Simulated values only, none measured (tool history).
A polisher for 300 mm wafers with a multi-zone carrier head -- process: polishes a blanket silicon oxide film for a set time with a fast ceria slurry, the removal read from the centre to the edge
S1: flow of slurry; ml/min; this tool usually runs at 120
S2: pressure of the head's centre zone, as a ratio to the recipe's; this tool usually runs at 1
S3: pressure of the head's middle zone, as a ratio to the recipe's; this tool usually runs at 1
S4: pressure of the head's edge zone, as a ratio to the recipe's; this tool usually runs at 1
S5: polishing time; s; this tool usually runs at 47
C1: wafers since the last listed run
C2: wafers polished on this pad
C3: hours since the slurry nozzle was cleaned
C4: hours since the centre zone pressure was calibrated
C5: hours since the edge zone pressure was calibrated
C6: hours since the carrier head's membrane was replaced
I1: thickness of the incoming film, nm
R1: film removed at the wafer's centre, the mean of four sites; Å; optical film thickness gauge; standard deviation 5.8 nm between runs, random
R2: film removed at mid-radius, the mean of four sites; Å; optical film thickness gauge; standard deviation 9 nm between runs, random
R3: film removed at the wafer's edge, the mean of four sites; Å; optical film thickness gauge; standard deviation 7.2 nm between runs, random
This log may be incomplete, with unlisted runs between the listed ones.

run,day,S1,S2,S3,S4,S5,C1,C2,C3,C4,C5,C6,I1,R1,R2,R3
1,0,120,1,1,1,47,0,1033,507,990,347.9,98.3,2664.6,7532,7608,7721
2,0.521,120,1,1,1,47,115,1149,519.5,1002.5,360.4,110.8,2711.1,7553,7635,7618
3,1.925,120,1,1,1,47,312,1462,553.2,1036.2,394.1,144.5,2735.6,7491,7450,7582
4,3.296,120,0.92,1,1.04,51,305,1767,586.1,1069.1,427,177.4,2749.2,7564,8197,8135
# day 4.638: worn pad replaced by a new one
5,4.658,120,1.1,1,1,47,266,4,618.8,1101.8,459.7,210.1,2658.2,8448,7843,8079
6,5.825,120,0.95,1,1,37,259,264,646.8,1129.8,487.7,238.1,2679.9,5854,6152,6226
7,6.354,90,1.08,1,0.9,58,117,381,659.5,1142.5,500.4,250.8,2710.2,9332,9060,8688
# day 7.375: centre zone pressure recalibrated
# day 7.4: edge zone pressure recalibrated
8,7.658,120,1.04,0.95,1,47,266,648,690.8,6.8,6.2,282.1,2762.8,7821,7522,7653
9,8.696,120,1,1,1,34,230,879,715.7,31.7,31.1,307,2654.3,5476,5453,5578
# day 9.967: slurry nozzle cleaned
10,12.154,120,1,1,1,47,760,1639,52.5,114.7,114.1,390,2730.1,7612,7736,7680
11,12.692,155,0.92,1.1,0.91,47,119,1758,65.4,127.6,127,402.9,2665.9,7562,8528,7671

Predict the results of run 12:
# day 13.442: worn pad replaced by a new one
12,13.933,120,1.05,1,1,47,239,109,95.2,157.4,156.8,432.7,2766.1,?,?,?

Run 12 came out at R1 8413 Å, R2 8090 Å, R3 7996 Å.
Take away the tool's hidden state, keep the run-to-run variation as it was, and the same run would have given R1 8574 Å, R2 8229 Å, R3 8099 Å.
